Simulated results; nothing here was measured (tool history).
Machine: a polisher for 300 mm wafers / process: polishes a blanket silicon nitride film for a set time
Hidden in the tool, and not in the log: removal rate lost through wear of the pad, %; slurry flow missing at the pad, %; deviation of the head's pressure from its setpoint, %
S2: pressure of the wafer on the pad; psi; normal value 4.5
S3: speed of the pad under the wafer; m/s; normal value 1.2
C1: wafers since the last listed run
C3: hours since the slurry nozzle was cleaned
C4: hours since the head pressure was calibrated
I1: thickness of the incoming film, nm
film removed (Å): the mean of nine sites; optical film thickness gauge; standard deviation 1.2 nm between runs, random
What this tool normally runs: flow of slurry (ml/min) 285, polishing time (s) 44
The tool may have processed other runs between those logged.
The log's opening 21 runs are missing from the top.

run 22 hour=1169.8 | flow_of_slurry_(ml/min)=285 S2=5.6 S3=1.62 polishing_time_(s)=52 | C1=577 wafers_polished_on_this_pad=1175 C3=490.2 C4=193.2 | I1=743.2 | film_removed_(Å)=1626
run 23 hour=1215.6 | flow_of_slurry_(ml/min)=285 S2=6 S3=1.2 polishing_time_(s)=36 | C1=418 wafers_polished_on_this_pad=1594 C3=536 C4=239 | I1=767 | film_removed_(Å)=1010
-- hour=1251.9 slurry nozzle cleaned
run 24 hour=1278.4 | flow_of_slurry_(ml/min)=370 S2=5.1 S3=1.08 polishing_time_(s)=54 | C1=565 wafers_polished_on_this_pad=2159 C3=26.5 C4=301.8 | I1=761.4 | film_removed_(Å)=1256
run 25 hour=1319.3 | flow_of_slurry_(ml/min)=285 S2=4.5 S3=1.2 polishing_time_(s)=44 | C1=374 wafers_polished_on_this_pad=2533 C3=67.4 C4=342.7 | I1=767.6 | film_removed_(Å)=912
run 26 hour=1350.3 | flow_of_slurry_(ml/min)=285 S2=4.5 S3=1.34 polishing_time_(s)=44 | C1=283 wafers_polished_on_this_pad=2817 C3=98.4 C4=373.7 | I1=761.5 | film_removed_(Å)=996
-- hour=1370.5 worn pad replaced by a new one
run 27 hour=1385.6 | flow_of_slurry_(ml/min)=285 S2=4.5 S3=1.2 polishing_time_(s)=44 | C1=286 wafers_polished_on_this_pad=137 C3=133.7 C4=409 | I1=763 | film_removed_(Å)=961
run 28 hour=1424.8 | flow_of_slurry_(ml/min)=285 S2=5.7 S3=0.86 polishing_time_(s)=37 | C1=358 wafers_polished_on_this_pad=496 C3=172.9 C4=448.2 | I1=753.1 | film_removed_(Å)=832
run 29 hour=1493.3 | flow_of_slurry_(ml/min)=385 S2=5.5 S3=1.62 polishing_time_(s)=30 | C1=626 wafers_polished_on_this_pad=1122 C3=241.4 C4=516.7 | I1=755.9 | film_removed_(Å)=965
run 30 hour=1533.1 | flow_of_slurry_(ml/min)=285 S2=4.5 S3=1.2 polishing_time_(s)=44 | C1=363 wafers_polished_on_this_pad=1486 C3=281.2 C4=556.5 | I1=759.5 | film_removed_(Å)=920
run 31 hour=1561.1 | flow_of_slurry_(ml/min)=255 S2=3.8 S3=1.2 polishing_time_(s)=35 | C1=256 wafers_polished_on_this_pad=1742 C3=309.2 C4=584.5 | I1=750.3 | film_removed_(Å)=623
-- hour=1618.3 head pressure recalibrated
run 32 hour=1622.4 | flow_of_slurry_(ml/min)=285 S2=4.5 S3=1.2 polishing_time_(s)=44 | C1=542 wafers_polished_on_this_pad=2284 C3=370.5 C4=4.1 | I1=772 | film_removed_(Å)=978
run 33 hour=1651 | flow_of_slurry_(ml/min)=350 S2=4.5 S3=1.56 polishing_time_(s)=44 | C1=261 wafers_polished_on_this_pad=2546 C3=399.1 C4=32.7 | I1=762.6 | film_removed_(Å)=1165
run 34 hour=1675.8 | flow_of_slurry_(ml/min)=285 S2=4.5 S3=1.3 polishing_time_(s)=39 | C1=226 wafers_polished_on_this_pad=2773 C3=423.9 C4=57.5 | I1=749.6 | film_removed_(Å)=901

Branching from run 34: 5 alternative next runs. What would each branch give?
run A hour=1676.2 | flow_of_slurry_(ml/min)=285 S2=4.5 S3=1.2 polishing_time_(s)=44 | C1=3 wafers_polished_on_this_pad=2776 C3=424.3 C4=57.9 | I1=751 | film_removed_(Å)=?
run B hour=1676.2 | flow_of_slurry_(ml/min)=285 S2=4.5 S3=1.56 polishing_time_(s)=44 | C1=3 wafers_polished_on_this_pad=2776 C3=424.3 C4=57.9 | I1=751 | film_removed_(Å)=?
run C hour=1676.2 | flow_of_slurry_(ml/min)=245 S2=3.3 S3=1.2 polishing_time_(s)=55 | C1=3 wafers_polished_on_this_pad=2776 C3=424.3 C4=57.9 | I1=751 | film_removed_(Å)=?
run D hour=1676.2 | flow_of_slurry_(ml/min)=250 S2=6 S3=1.4 polishing_time_(s)=29 | C1=3 wafers_polished_on_this_pad=2776 C3=424.3 C4=57.9 | I1=751 | film_removed_(Å)=?
run E hour=1676.2 | flow_of_slurry_(ml/min)=285 S2=4.5 S3=1.38 polishing_time_(s)=44 | C1=3 wafers_polished_on_this_pad=2776 C3=424.3 C4=57.9 | I1=751 | film_removed_(Å)=?

run=A film_removed_(Å)=970
run=B film_removed_(Å)=1128
run=C film_removed_(Å)=876
run=D film_removed_(Å)=918
run=E film_removed_(Å)=1050
With the hidden condition removed and each run's random variation left untouched, the same runs would have given:
run=A film_removed_(Å)=988
run=B film_removed_(Å)=1150
run=C film_removed_(Å)=893
run=D film_removed_(Å)=936
run=E film_removed_(Å)=1070
